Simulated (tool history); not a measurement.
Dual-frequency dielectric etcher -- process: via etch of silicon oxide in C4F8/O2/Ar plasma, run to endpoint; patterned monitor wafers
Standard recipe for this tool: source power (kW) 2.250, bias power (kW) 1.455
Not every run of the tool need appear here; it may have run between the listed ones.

run   hour  source power (kW)  bias power (kW)  incoming incoming film thickness, nm  endpoint time (s)
  1    0.0              2.250            1.455                                1466.6              287.0
  2   95.3              2.250            1.455                                1488.4              289.1
  3  111.5              2.250            1.455                                1468.8              285.1
     145.9  -- upper electrode replaced
  4  146.4              2.250            1.455                                1487.0              287.3
     152.5  -- bias power generator calibrated
  5  153.0              2.250            1.455                                1469.2              284.2
     157.8  -- source power generator calibrated
  6  182.9              1.990            1.455                                1477.5              301.6
  7  200.5              1.990            1.455                                1474.2              298.1
     239.4  -- wet clean of the chamber
  8  239.9              2.250            1.455                                1476.3              274.6
  9  240.3              2.250            1.455                                1483.5              276.9
 10  274.4              2.250            1.455                                1480.2              274.4
     299.7  -- wet clean of the chamber, repeated, since the last time left the tool worse
 11  310.0              1.770            1.625                                1473.7              322.0
 12  322.1              2.720            1.717                                1487.0              257.1
 13  337.3              2.670            1.299                                1485.3              284.0
 14  363.8              2.630            1.455                                1472.5              275.9
 15  386.4              1.790            1.455                                1478.1              332.6
 16  416.8              2.100            1.557                                1474.6              300.4
 17  438.2              1.900            1.455                                1478.1              317.8

What if the next run were any one of these 5? Each begins from the tool's condition after run 17:
  A  438.7              2.250            1.455                                1471.4                  ?
  B  438.7              2.470            1.235                                1471.4                  ?
  C  438.7              2.250            1.212                                1471.4                  ?
  D  438.7              1.730            1.764                                1471.4                  ?
  E  438.7              2.700            1.689                                1471.4                  ?

run  endpoint time (s)
  A              292.6
  B              290.5
  C              304.7
  D              316.5
  E              259.9
Take away the tool's hidden state, keep each run's random variation, and the runs would have read:
run  endpoint time (s)
  A              294.3
  B              292.1
  C              306.4
  D              318.3
  E              261.4
